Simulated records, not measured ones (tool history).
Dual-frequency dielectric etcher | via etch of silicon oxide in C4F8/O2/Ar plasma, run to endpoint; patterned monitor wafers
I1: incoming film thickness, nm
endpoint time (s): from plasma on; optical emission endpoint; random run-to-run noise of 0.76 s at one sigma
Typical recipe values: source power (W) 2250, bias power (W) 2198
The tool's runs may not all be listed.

{"run": 1, "day": 0.0, "source power (W)": 2250, "bias power (W)": 2198, "I1": 1396.6, "endpoint time (s)": 249.4}
{"run": 2, "day": 1.742, "source power (W)": 2250, "bias power (W)": 2198, "I1": 1403.4, "endpoint time (s)": 249.8}
{"run": 3, "day": 4.567, "source power (W)": 2250, "bias power (W)": 2198, "I1": 1390, "endpoint time (s)": 246.7}
{"run": 4, "day": 5.596, "source power (W)": 2250, "bias power (W)": 2198, "I1": 1400.9, "endpoint time (s)": 249.6}
{"run": 5, "day": 8.521, "source power (W)": 2410, "bias power (W)": 2616, "I1": 1399.9, "endpoint time (s)": 228.3}
{"run": 6, "day": 10.675, "source power (W)": 2410, "bias power (W)": 2616, "I1": 1382.1, "endpoint time (s)": 225.3}
{"run": 7, "day": 12.962, "source power (W)": 2410, "bias power (W)": 2616, "I1": 1394.5, "endpoint time (s)": 226.9}
{"day": 14.583, "done": "wet clean of the chamber"}
{"run": 8, "day": 14.604, "source power (W)": 2250, "bias power (W)": 2198, "I1": 1394.8, "endpoint time (s)": 255.5}
{"day": 21.396, "done": "bias power generator calibrated"}
{"run": 9, "day": 21.417, "source power (W)": 2250, "bias power (W)": 2198, "I1": 1390.8, "endpoint time (s)": 251.3}
{"run": 10, "day": 27.342, "source power (W)": 2250, "bias power (W)": 2198, "I1": 1394.8, "endpoint time (s)": 250}
{"run": 11, "day": 28.829, "source power (W)": 1870, "bias power (W)": 2711, "I1": 1396.4, "endpoint time (s)": 262.4}
{"run": 12, "day": 31.388, "source power (W)": 2250, "bias power (W)": 1886, "I1": 1394.6, "endpoint time (s)": 257.9}
{"run": 13, "day": 32.946, "source power (W)": 2250, "bias power (W)": 2198, "I1": 1397.7, "endpoint time (s)": 247.5}
{"day": 34.083, "done": "upper electrode replaced"}
{"run": 14, "day": 35.138, "source power (W)": 2720, "bias power (W)": 1673, "I1": 1389.7, "endpoint time (s)": 237.4}
{"day": 37.975, "done": "source power generator calibrated"}
{"run": 15, "day": 37.996, "source power (W)": 2050, "bias power (W)": 2382, "I1": 1399.9, "endpoint time (s)": 256.4}
{"day": 40.883, "done": "wet clean of the chamber"}
{"run": 16, "day": 40.9, "source power (W)": 2470, "bias power (W)": 2581, "I1": 1399.4, "endpoint time (s)": 231.9}
{"run": 17, "day": 42.708, "source power (W)": 2250, "bias power (W)": 2198, "I1": 1393.8, "endpoint time (s)": 250.6}
{"run": 18, "day": 50.65, "source power (W)": 2700, "bias power (W)": 2659, "I1": 1393.9, "endpoint time (s)": 218}
{"run": 19, "day": 51.833, "source power (W)": 2520, "bias power (W)": 2686, "I1": 1395, "endpoint time (s)": 225}
{"run": 20, "day": 53.958, "source power (W)": 2250, "bias power (W)": 1656, "I1": 1391.5, "endpoint time (s)": 264}

Below are 3 alternative next runs, each starting from the tool's condition after run 20. Predict each:
{"run": "A", "day": 53.979, "source power (W)": 2250, "bias power (W)": 2435, "I1": 1389.3, "endpoint time (s)": "?"}
{"run": "B", "day": 53.979, "source power (W)": 1960, "bias power (W)": 1801, "I1": 1389.3, "endpoint time (s)": "?"}
{"run": "C", "day": 53.979, "source power (W)": 2700, "bias power (W)": 2682, "I1": 1389.3, "endpoint time (s)": "?"}

run=A endpoint_time_(s)=243.7
run=B endpoint_time_(s)=282.1
run=C endpoint_time_(s)=216.3
Without the tool's unlogged condition, the same runs would have read:
run=A endpoint_time_(s)=247.8
run=B endpoint_time_(s)=286.9
run=C endpoint_time_(s)=220
